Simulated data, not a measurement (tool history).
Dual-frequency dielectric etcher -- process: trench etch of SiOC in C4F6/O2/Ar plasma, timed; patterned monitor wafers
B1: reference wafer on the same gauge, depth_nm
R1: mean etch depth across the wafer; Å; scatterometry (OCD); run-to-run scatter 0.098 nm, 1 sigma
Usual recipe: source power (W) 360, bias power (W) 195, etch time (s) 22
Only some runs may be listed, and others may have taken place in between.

Run 1, hour 0: usual settings but etch time (s) 26.5; B1 48.26. Result: R1 512 Å.
Run 2, hour 46: usual settings but etch time (s) 26.5; B1 48.3. Result: R1 509.9 Å.
Run 3, hour 95.3: usual settings but etch time (s) 26.5; B1 48.29. Result: R1 508.2 Å.
Run 4, hour 137.6: usual settings; B1 48.3. Result: R1 423.7 Å.
At hour 192: wet clean of the chamber.
Run 5, hour 192.5: usual settings; B1 48.28. Result: R1 422.9 Å.
Run 6, hour 208.1: usual settings; B1 48.26. Result: R1 424 Å.
Run 7, hour 263: usual settings; B1 48.36. Result: R1 424.1 Å.
Run 8, hour 312.2: usual settings; B1 48.27. Result: R1 422.4 Å.
Run 9, hour 338.4: usual settings; B1 48.32. Result: R1 424.5 Å.
Run 10, hour 370.3: usual settings; B1 48.3. Result: R1 423.1 Å.
At hour 488.2: gauge calibrated.
At hour 497.1: upper electrode replaced.
At hour 573.7: wet clean of the chamber.
Run 11, hour 574.2: usual settings; B1 48.27. Result: R1 422.7 Å.
Run 12, hour 653.3: usual settings but source power (W) 390, etch time (s) 25; B1 48.31. Result: R1 489.9 Å.
At hour 668.7: bias power generator calibrated.
Run 13, hour 717: usual settings but source power (W) 320, bias power (W) 179, etch time (s) 20; B1 48.28. Result: R1 357.5 Å.
Run 14, hour 786.5: usual settings but source power (W) 400, bias power (W) 176, etch time (s) 24; B1 48.31. Result: R1 458.4 Å.
Run 15, hour 817.8: usual settings but source power (W) 280, bias power (W) 183, etch time (s) 17.5; B1 48.32. Result: R1 302.5 Å.
Run 16, hour 878.1: usual settings but source power (W) 300, bias power (W) 177, etch time (s) 16.5; B1 48.29. Result: R1 287 Å.
At hour 907.2: wet clean of the chamber.
Run 17, hour 948.1: usual settings but source power (W) 410; B1 48.29. Result: R1 436.5 Å.
Run 18, hour 1013.7: usual settings; B1 48.34. Result: R1 419.2 Å.
Run 19, hour 1051.8: usual settings; B1 48.28. Result: R1 417.3 Å.
At hour 1073.3: source power generator calibrated.
Run 20, hour 1115.6: usual settings but source power (W) 280, bias power (W) 221, etch time (s) 26; B1 48.33. Result: R1 484.9 Å.
At hour 1266.2: wet clean of the chamber.
Run 21, hour 1331.1: usual settings; B1 48.32. Result: R1 423 Å.
Run 22, hour 1398.4: usual settings but bias power (W) 168, etch time (s) 19; B1 48.26. Result: R1 347.4 Å.

Branching from run 22: 4 alternative next runs. What would each branch give?
Run A, hour 1398.8: usual settings; B1 ?. Result: R1 ?.
Run B, hour 1398.8: usual settings but bias power (W) 217; B1 ?. Result: R1 ?.
Run C, hour 1398.8: usual settings but source power (W) 410, bias power (W) 218, etch time (s) 18; B1 ?. Result: R1 ?.
Run D, hour 1398.8: usual settings but bias power (W) 165; B1 ?. Result: R1 ?.

run     B1     R1
  A  48.31    424
  B  48.31  440.2
  C  48.31  375.7
  D  48.31  400.4
The same runs, with their run-to-run variation unchanged, on a tool lacking any hidden condition would have given:
run     R1
  A  424.9
  B  441.1
  C  376.5
  D  401.2
